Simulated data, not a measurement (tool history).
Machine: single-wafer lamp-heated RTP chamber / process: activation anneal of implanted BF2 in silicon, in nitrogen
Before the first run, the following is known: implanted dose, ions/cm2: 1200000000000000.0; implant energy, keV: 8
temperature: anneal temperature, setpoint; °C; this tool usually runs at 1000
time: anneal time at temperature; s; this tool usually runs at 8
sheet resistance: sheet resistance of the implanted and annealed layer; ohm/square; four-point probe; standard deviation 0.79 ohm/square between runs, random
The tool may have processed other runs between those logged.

run	day	temperature	time	read-back reference wafer on the same gauge, sheet resistance	sheet resistance
1	0	1000	7	354.92	346.75
2	4.358	1000	8	355.03	335.19
3	8.638	1000	8	355.08	335.33
4	10.2	1000	8	355.1	335.37
5	12.996	1000	8	354.95	334.26
6	15.346	1000	8	355.22	333.05
7	19.225	977	8	355.29	407.33
8	22.188	1000	8	355.04	331.24
9	25.95	1000	5	355.11	361.14
10	28.271	988	8	354.95	367.6
11	32.6	988	8	354.96	373.35
12	34.692	988	8	355.02	372.4
13	37.721	982	8	355.01	390.49
14	39.567	990	6	355.2	384.93
15	43.558	1020	6	355.06	299.03
16	47.596	1029	4	354.85	301.18
17	49.233	1022	4	355.18	319.17
18	60.292	1017	10	354.73	272.26
19	64.158	985	4	354.95	421.6
20	67.333	991	13	354.84	326.57
21	71.229	1025	8	354.93	265.33
22	74.683	1023	5	355.01	300.37
23	77.129	972	8	355.09	422.34
24	78.662	1016	10	354.91	270.77
25	80.633	1016	11	354.94	263.81
26	82.396	1000	8	355.02	332.46
27	84.146	1000	8	355.08	331.71
28	87.733	1000	8	354.88	331.07
29	89.258	990	7	355.22	376.13
30	91.454	1016	4	355.13	337.5
31	93.867	1016	10	354.96	276.08
32	101.962	978	10	355.13	389.26
33	103.554	1000	8	355.1	334.87
34	107.225	1018	12	355.03	254.3
35	110.375	1000	8	355.04	333.36

Between the runs listed above, the log contained 8 entries, not reproduced here. Where in the sequence does each belong, and how does what the log doesn't record of the tool's condition differ from the listed run before to the listed run after?
In the gap between runs 4 and 5: reflector plate cleaned (day 12.371)
  true wafer temperature minus pyrometer reading, K: 1.11 -> 1.33
  measured value less the no-hidden-state value, sheet resistance: -3.18 -> -3.81 ohm/square
In the gap between runs 10 and 11: pyrometer window cleaned and pyrometer calibrated (day 29.942)
  true wafer temperature minus pyrometer reading, K: 2.55 -> 0.504
  measured value less the no-hidden-state value, sheet resistance: -8.02 -> -1.6 ohm/square
In the gap between runs 15 and 16: reflector plate cleaned (day 45.108)
  true wafer temperature minus pyrometer reading, K: 1.38 -> 1.7
  measured value less the no-hidden-state value, sheet resistance: -3.7 -> -3.94 ohm/square
In the gap between runs 17 and 18: pyrometer window cleaned and pyrometer calibrated (day 56.971)
  true wafer temperature minus pyrometer reading, K: 1.83 -> 0.721
  measured value less the no-hidden-state value, sheet resistance: -4.43 -> -1.94 ohm/square
In the gap between runs 19 and 20: gauge calibrated (day 64.942)
  true wafer temperature minus pyrometer reading, K: 1.03 -> 1.28
  measured value less the no-hidden-state value, sheet resistance: -3.09 -> -4.12 ohm/square
In the gap between runs 21 and 22: reflector plate cleaned (day 72.767)
  true wafer temperature minus pyrometer reading, K: 1.59 -> 1.87
  measured value less the no-hidden-state value, sheet resistance: -4.28 -> -4.75 ohm/square
In the gap between runs 28 and 29: pyrometer window cleaned and pyrometer calibrated (day 88.408)
  true wafer temperature minus pyrometer reading, K: 2.91 -> 0.208
  measured value less the no-hidden-state value, sheet resistance: -8.34 -> -0.65 ohm/square
In the gap between runs 31 and 32: reflector plate cleaned (day 99.721)
  true wafer temperature minus pyrometer reading, K: 0.576 -> 1.22
  measured value less the no-hidden-state value, sheet resistance: -1.55 -> -4.3 ohm/square
